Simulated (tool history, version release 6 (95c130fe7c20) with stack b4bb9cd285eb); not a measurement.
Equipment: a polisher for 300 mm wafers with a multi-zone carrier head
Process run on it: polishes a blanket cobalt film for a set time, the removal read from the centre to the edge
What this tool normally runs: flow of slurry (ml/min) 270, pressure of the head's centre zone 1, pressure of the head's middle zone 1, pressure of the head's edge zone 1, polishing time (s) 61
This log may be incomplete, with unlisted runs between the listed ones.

run	day	flow of slurry (ml/min)	pressure of the head's centre zone	pressure of the head's middle zone	pressure of the head's edge zone	polishing time (s)	incoming thickness of the incoming film, nm	film removed at the wafer's centre (angstrom)	film removed at mid-radius (angstrom)	film removed at the wafer's edge (angstrom)
1	0	175	0.96	1.07	1.1	61	1228.8	2971	3074	3107
2	0.817	270	1.05	1	1	61	1196.2	3293	3104	3029
3	1.492	340	1.04	1.08	1	79	1210.2	4267	4242	3939
# day 2.3: centre zone pressure recalibrated
4	2.338	190	0.97	1	1.05	61	1216.8	2931	2945	2980
# day 2.992: edge zone pressure recalibrated
# day 3.333: worn pad replaced by a new one
5	3.354	270	1	1.06	1	45	1201.5	2477	2565	2349
6	4.342	270	1	1	1	61	1197.6	3436	3220	3196
# day 4.679: carrier head's membrane replaced by a new one
7	5.371	360	1.1	1	0.92	48	1232.7	2882	2623	2423
8	6.725	325	1	1.04	1	61	1204.4	3315	3399	3192
9	7.808	270	1	1	1	61	1203.7	3291	3176	3127
10	8.317	365	1.04	1	0.91	61	1198.1	3436	3319	3032
11	9.283	205	1	1	0.9	51	1199	2571	2591	2392
12	10.496	270	1.04	1	0.91	61	1219.5	3341	3185	2972
13	11.021	270	1	1	1.06	61	1205.2	3146	3078	3152
14	11.838	270	1	1.08	1	61	1208.1	3115	3272	3008
# day 12.512: worn pad replaced by a new one
15	13.054	355	0.94	1	1	61	1203.1	3276	3334	3299
16	14.483	270	1	1	1	61	1221.8	3319	3243	3179
17	15.367	305	1	1	1.06	61	1215.9	3336	3260	3270
# day 16.708: centre zone pressure recalibrated
18	16.783	270	1	1	1	61	1200.2	3262	3105	3137
# day 17.933: slurry nozzle cleaned
19	18.217	270	1	0.91	1	61	1222.4	3255	2901	3122
20	19.517	305	1	1	1	61	1219.6	3310	3232	3089
21	20.65	270	0.96	1.03	1.08	76	1213.5	3815	3911	3942
# day 21.396: worn pad replaced by a new one
22	21.879	175	0.96	1.07	1.1	61	1209.1	3091	3291	3268

Forecast each of these 4 alternatives for the next run:
A	21.896	340	1	1	1	61	1227.4	?	?	?
B	21.896	355	1	1.09	0.96	61	1227.4	?	?	?
C	21.896	270	1	0.94	1	61	1227.4	?	?	?
D	21.896	270	0.93	1	0.94	46	1227.4	?	?	?

run	film removed at the wafer's centre (angstrom)	film removed at mid-radius (angstrom)	film removed at the wafer's edge (angstrom)
A	3380	3273	3270
B	3395	3534	3211
C	3304	3045	3223
D	2347	2420	2358
Had the tool no hidden state, the same runs would have come out as:
run	film removed at the wafer's centre (angstrom)	film removed at mid-radius (angstrom)	film removed at the wafer's edge (angstrom)
A	3398	3289	3287
B	3412	3551	3228
C	3321	3060	3239
D	2359	2432	2370

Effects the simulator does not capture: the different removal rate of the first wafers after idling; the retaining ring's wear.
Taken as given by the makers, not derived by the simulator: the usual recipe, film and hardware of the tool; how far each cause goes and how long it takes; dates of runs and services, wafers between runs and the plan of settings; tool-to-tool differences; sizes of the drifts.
